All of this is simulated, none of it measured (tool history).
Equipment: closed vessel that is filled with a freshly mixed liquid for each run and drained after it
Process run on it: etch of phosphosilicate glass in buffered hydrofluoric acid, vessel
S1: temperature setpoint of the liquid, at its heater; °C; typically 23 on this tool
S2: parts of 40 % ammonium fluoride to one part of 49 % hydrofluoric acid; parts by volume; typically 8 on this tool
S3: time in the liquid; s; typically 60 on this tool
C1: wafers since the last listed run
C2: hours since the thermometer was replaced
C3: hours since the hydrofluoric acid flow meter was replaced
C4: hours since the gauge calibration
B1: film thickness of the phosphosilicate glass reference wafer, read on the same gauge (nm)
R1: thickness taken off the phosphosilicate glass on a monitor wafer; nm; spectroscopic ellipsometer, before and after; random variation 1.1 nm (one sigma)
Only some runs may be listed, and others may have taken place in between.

run,hour,S1,S2,S3,C1,C2,C3,C4,B1,R1
1,0,23,8.5,60,0,1446.4,586.7,741,100.03,219.24
2,46.9,23,8.5,60,4031,1493.3,633.6,787.9,99.97,220.88
3,237.2,21.5,8,60,16358,1683.6,823.9,978.2,100.05,218.08
4,283.6,21.5,8,60,3988,1730,870.3,1024.6,99.95,220.84
5,327.8,24.5,8,60,3799,1774.2,914.5,1068.8,100.06,259.35
6,355.1,23,8,60,2346,1801.5,941.8,1096.1,99.98,238.25
7,410.3,21,8,60,4745,1856.7,997,1151.3,99.99,214.81
8,440.5,21,8,60,2596,1886.9,1027.2,1181.5,100.03,214.85
9,479.3,23,8,60,3335,1925.7,1066,1220.3,100,240.43
# hour 528.3: thermometer replaced
10,551.4,23,8,60,6111,23.1,1138.1,1292.4,100.04,241.55
11,618.5,23,8,50,5768,90.2,1205.2,1359.5,99.98,202.03
12,673.9,19.5,6,60,4762,145.6,1260.6,1414.9,99.98,259.86
# hour 679.8: gauge calibrated
13,710.8,23,8,60,3171,182.5,1297.5,31,100,242.2
14,763.5,19,9.5,85,4530,235.2,1350.2,83.7,99.96,226.06
# hour 800: hydrofluoric acid flow meter replaced
15,816.4,23,6,60,4461,288.1,16.4,136.6,99.98,323.78
16,850.3,23,8,60,2914,322,50.3,170.5,99.96,252.46
17,911.8,18.5,6.5,40,5286,383.5,111.8,232,99.97,159.28
18,939.5,25,6.5,80,2381,411.2,139.5,259.7,100.01,455.42
19,993.6,23,8,60,4650,465.3,193.6,313.8,99.99,255.01
20,1047.2,19.5,8,60,4607,518.9,247.2,367.4,100.01,209
21,1115.5,23,8,95,5871,587.2,315.5,435.7,99.99,402.83
22,1212.6,23,10.5,30,8346,684.3,412.6,532.8,99.99,96.46
23,1249.6,19.5,10,30,3180,721.3,449.6,569.8,100.01,82.85
24,1308.3,23,9,95,5045,780,508.3,628.5,100.04,359.06
# hour 1348.8: hydrofluoric acid flow meter replaced, repeated, since the last time left the tool worse
25,1373.2,27.5,10.5,45,5492,844.9,24.4,693.4,100.01,171.15
26,1430.7,23,11,60,4942,902.4,81.9,750.9,99.97,171.77
27,1486.9,21.5,6.5,70,4831,958.6,138.1,807.1,100,303.54
28,1518.6,23,8,60,2724,990.3,169.8,838.8,100.03,227.61
29,1653.2,23,8,60,11570,1124.9,304.4,973.4,100.02,230.82
30,1699.9,18,8,80,4014,1171.6,351.1,1020.1,100.04,233.7
31,1726.6,23,7,75,2295,1198.3,377.8,1046.8,100.04,333

What differs in the tool's unlogged condition from the final listed run ahead of each entry between runs to the first listed run following it?
From run 9 to run 10: thermometer replaced (hour 528.3)
  hydrofluoric acid flow above the setpoint (%): 4.58 -> 4.85
  measured minus no-state result, R1: +11.36 -> +12.06 nm
From run 12 to run 13: gauge calibrated (hour 679.8)
  hydrofluoric acid flow above the setpoint (%): 5.32 -> 5.46
  measured minus no-state result, R1: +11.18 -> +13.53 nm
From run 14 to run 15: hydrofluoric acid flow meter replaced (hour 800)
  hydrofluoric acid flow above the setpoint (%): 5.66 -> 9.42
  measured minus no-state result, R1: +7.8 -> +23.8 nm
From run 24 to run 25: hydrofluoric acid flow meter replaced, repeated, since the last time left the tool worse (hour 1348.8)
  hydrofluoric acid flow above the setpoint (%): 11.3 -> 0.213
  measured minus no-state result, R1: +39.35 -> +0.34 nm

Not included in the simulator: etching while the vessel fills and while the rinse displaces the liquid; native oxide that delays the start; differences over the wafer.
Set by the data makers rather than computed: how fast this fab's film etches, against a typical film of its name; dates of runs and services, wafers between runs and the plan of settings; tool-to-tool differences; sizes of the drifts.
